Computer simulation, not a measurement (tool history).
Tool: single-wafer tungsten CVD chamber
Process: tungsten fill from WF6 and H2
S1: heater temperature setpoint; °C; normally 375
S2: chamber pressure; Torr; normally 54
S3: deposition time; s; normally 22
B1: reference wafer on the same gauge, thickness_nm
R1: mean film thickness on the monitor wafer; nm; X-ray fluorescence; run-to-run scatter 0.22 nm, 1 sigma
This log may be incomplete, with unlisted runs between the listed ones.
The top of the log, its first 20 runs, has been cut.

run	hour	S1	S2	S3	B1	R1
# hour 1641.2: capacitance manometer re-zeroed and calibrated
21	1660.1	375	54	26	54.695	62.974
22	1742.1	367	54	20	54.617	40.589
23	1782.6	364	58.1	25	54.595	50.135
# hour 1791.6: gauge calibrated
24	1855.5	375	54	24.1	54.701	58.948
25	1934.4	382	43.4	19.3	54.61	46.627
26	2016.1	369	45.8	20.2	54.655	38.457
27	2093.8	385	45.7	18.7	54.562	50.287
28	2193	380	42.1	19.5	54.604	44.295
29	2272.6	368	54	22	54.493	46.278
30	2311.3	361	44.5	22	54.515	34.402
31	2387.5	386	66.2	20.2	54.627	72.148
32	2489.2	387	41.6	20.8	54.575	54.561
# hour 2536.8: thermocouple changed; heater temperature recalibrated
33	2576.7	375	66.5	22	54.661	58.142

What if the next run were any one of these 5? Each begins from the tool's condition after run 33:
A	2577.1	375	54	24.4	?	?
B	2577.1	363	66.9	25.4	?	?
C	2577.1	389	59.2	26	?	?
D	2577.1	386	65.6	23.9	?	?
E	2577.1	388	61.2	23.4	?	?

run	B1	R1
A	54.521	56.209
B	54.521	51.129
C	54.521	85.784
D	54.521	78.882
E	54.521	77.185
Stripped of hidden state, with their random variation kept, the same runs would have yielded:
run	R1
A	56.34
B	51.255
C	85.974
D	79.058
E	77.356

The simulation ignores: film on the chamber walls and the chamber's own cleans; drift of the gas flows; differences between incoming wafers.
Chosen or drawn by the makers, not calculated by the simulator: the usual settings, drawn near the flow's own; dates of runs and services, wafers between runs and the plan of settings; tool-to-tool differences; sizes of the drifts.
